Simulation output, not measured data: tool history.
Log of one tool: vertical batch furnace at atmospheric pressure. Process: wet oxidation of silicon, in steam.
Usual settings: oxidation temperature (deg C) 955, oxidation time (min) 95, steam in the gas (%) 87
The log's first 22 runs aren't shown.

| run | day | oxidation temperature (deg C) | oxidation time (min) | steam in the gas (%) | read-back reference wafer on the same gauge, thickness | oxide thickness on the monitor wafer (nm) |
|---|---|---|---|---|---|---|
| 23 | 43.112 | 955 | 140 | 87 | 449.31 | 589.41 |
| 24 | 44.338 | 970 | 134.5 | 87 | 448.94 | 623.59 |
| 25 | 46.796 | 936 | 50.5 | 95 | 449.02 | 271.66 |
| 26 | 48.229 | 975 | 141 | 87 | 448.79 | 661.5 |
| 27 | 51.079 | 955 | 95 | 87 | 448.87 | 459.69 |
| 28 | 52.825 | 955 | 95 | 87 | 448.75 | 460.66 |
| 29 | 55.179 | 937 | 140 | 91 | 448.78 | 540.71 |
|  | 55.858 | gauge calibrated |
| 30 | 61.467 | 946 | 95 | 92 | 449.14 | 447.8 |
| 31 | 62.767 | 955 | 54.5 | 87 | 448.5 | 317.09 |
| 32 | 64.692 | 955 | 77 | 87 | 448.79 | 400.45 |
| 33 | 67.029 | 934 | 95 | 87 | 448.94 | 397.23 |
| 34 | 69.717 | 945 | 135.5 | 87 | 448.93 | 541.68 |
| 35 | 71.267 | 955 | 95 | 87 | 449.02 | 458.04 |
| 36 | 74.188 | 955 | 113.5 | 87 | 449.61 | 515.65 |
| 37 | 75.529 | 955 | 49.5 | 87 | 449.15 | 295.17 |
| 38 | 76.683 | 946 | 59 | 87 | 449.19 | 311.26 |

4 ways to go on from here, each from the tool as it stands after run 38. What would each give?
| A | 76.879 | 945 | 95 | 87 | ? | ? |
| B | 76.879 | 971 | 95 | 90 | ? | ? |
| C | 76.879 | 955 | 95 | 83 | ? | ? |
| D | 76.879 | 979 | 108.5 | 87 | ? | ? |

| run | read-back reference wafer on the same gauge, thickness | oxide thickness on the monitor wafer (nm) |
|---|---|---|
| A | 449.04 | 427.09 |
| B | 449.04 | 517.22 |
| C | 449.04 | 443.53 |
| D | 449.04 | 575.93 |
Without the tool's hidden state the same runs would have given:
| run | oxide thickness on the monitor wafer (nm) |
|---|---|
| A | 423.9 |
| B | 513.9 |
| C | 440.32 |
| D | 572.49 |
